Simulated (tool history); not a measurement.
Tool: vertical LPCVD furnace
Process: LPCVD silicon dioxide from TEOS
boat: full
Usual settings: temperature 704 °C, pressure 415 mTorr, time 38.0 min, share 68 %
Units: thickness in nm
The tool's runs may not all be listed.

run   hour  temperature  pressure  time  share  wafers since the last listed run  hours since the last temperature calibration  hours since the pressure gauge was zeroed  hours since the TEOS flow controller was replaced  hours since the gauge calibration  read-back reference wafer on the same gauge, thickness  thickness
  1    0.0          704       415  38.0     68                                 0                                           0.5                                     2771.5                                             5395.5                              630.0                                                  298.95     345.59
  2    6.4          695       415  38.0     68                                87                                           6.9                                     2777.9                                             5401.9                              636.4                                                  298.88     279.76
  3   26.6          695       415  38.0     68                               276                                          27.1                                     2798.1                                             5422.1                              656.6                                                  299.19     279.54
  4   63.3          695       415  38.0     68                               503                                          63.8                                     2834.8                                             5458.8                              693.3                                                  299.11     280.89
  5   74.4          710       415  38.0     75                               152                                          74.9                                     2845.9                                             5469.9                              704.4                                                  298.99     418.01
  6   88.9          704       415  38.0     77                               198                                          89.4                                     2860.4                                             5484.4                              718.9                                                  299.04     367.68
  7  132.3          704       415  38.0     77                               595                                         132.8                                     2903.8                                             5527.8                              762.3                                                  299.32     368.14
  8  150.2          704       415  38.0     77                               245                                         150.7                                     2921.7                                             5545.7                              780.2                                                  299.03     369.75
  9  182.2          704       390  46.0     68                               438                                         182.7                                     2953.7                                             5577.7                              812.2                                                  298.87     407.19
 10  189.8          704       415  38.0     68                               104                                         190.3                                     2961.3                                             5585.3                              819.8                                                  299.04     347.12
 11  203.5          704       415  38.0     57                               187                                         204.0                                     2975.0                                             5599.0                              833.5                                                  298.89     318.42
     229.3  -- TEOS flow controller replaced
 12  229.8          704       465  29.0     68                                31                                         230.3                                     3001.3                                                0.5                              859.8                                                  298.69     282.79
 13  234.8          710       415  52.5     58                                68                                         235.3                                     3006.3                                                5.5                              864.8                                                  299.09     511.02
 14  242.1          699       415  38.0     68                               100                                         242.6                                     3013.6                                               12.8                              872.1                                                  299.10     309.73
     249.1  -- gauge calibrated
     272.3  -- pressure gauge zeroed
 15  272.8          700       345  38.0     68                                91                                         273.3                                        0.5                                               43.5                               23.7                                                  298.84     291.08
 16  277.7          704       415  31.5     68                                67                                         278.2                                        5.4                                               48.4                               28.6                                                  298.84     289.04
 17  286.9          693       480  38.0     68                               126                                         287.4                                       14.6                                               57.6                               37.8                                                  298.80     290.93
 18  306.7          710       315  44.5     62                               271                                         307.2                                       34.4                                               77.4                               57.6                                                  299.24     390.34
 19  315.4          697       370  38.0     68                               119                                         315.9                                       43.1                                               86.1                               66.3                                                  298.84     279.96
 20  328.7          704       415  38.0     68                               182                                         329.2                                       56.4                                               99.4                               79.6                                                  299.22     351.59
 21  363.0          699       415  29.0     68                               470                                         363.5                                       90.7                                              133.7                              113.9                                                  298.89     238.66
 22  376.5          704       490  38.0     59                               185                                         377.0                                      104.2                                              147.2                              127.4                                                  298.97     356.44
 23  393.1          695       415  38.0     81                               227                                         393.6                                      120.8                                              163.8                              144.0                                                  298.75     309.26
 24  406.3          704       415  38.0     68                               180                                         406.8                                      134.0                                              177.0                              157.2                                                  299.08     352.38
 25  420.4          713       380  38.0     68                               193                                         420.9                                      148.1                                              191.1                              171.3                                                  298.96     412.96
 26  438.9          711       415  30.5     68                               253                                         439.4                                      166.6                                              209.6                              189.8                                                  299.37     329.98
 27  448.9          708       415  38.0     68                               137                                         449.4                                      176.6                                              219.6                              199.8                                                  298.93     386.61
 28  461.2          704       315  47.5     68                               168                                         461.7                                      188.9                                              231.9                              212.1                                                  298.98     381.07
 29  472.3          713       415  32.0     68                               152                                         472.8                                      200.0                                              243.0                              223.2                                                  298.98     361.83
 30  486.3          704       415  42.5     68                               191                                         486.8                                      214.0                                              257.0                              237.2                                                  299.01     393.76

5 ways to go on from here, each from the tool as it stands after run 30. What would each give?
  A  491.3          704       415  38.0     68                                68                                         491.8                                      219.0                                              262.0                              242.2                                                       ?          ?
  B  491.3          716       415  24.5     60                                68                                         491.8                                      219.0                                              262.0                              242.2                                                       ?          ?
  C  491.3          700       415  38.0     68                                68                                         491.8                                      219.0                                              262.0                              242.2                                                       ?          ?
  D  491.3          714       485  38.0     68                                68                                         491.8                                      219.0                                              262.0                              242.2                                                       ?          ?
  E  491.3          704       380  26.0     62                                68                                         491.8                                      219.0                                              262.0                              242.2                                                       ?          ?

run  read-back reference wafer on the same gauge, thickness  thickness
  A                                                  299.06     350.45
  B                                                  299.06     278.83
  C                                                  299.06     319.50
  D                                                  299.06     475.81
  E                                                  299.06     219.09
Without the tool's hidden state the same runs would have given:
run  thickness
  A     342.94
  B     273.00
  C     312.59
  D     465.81
  E     214.39

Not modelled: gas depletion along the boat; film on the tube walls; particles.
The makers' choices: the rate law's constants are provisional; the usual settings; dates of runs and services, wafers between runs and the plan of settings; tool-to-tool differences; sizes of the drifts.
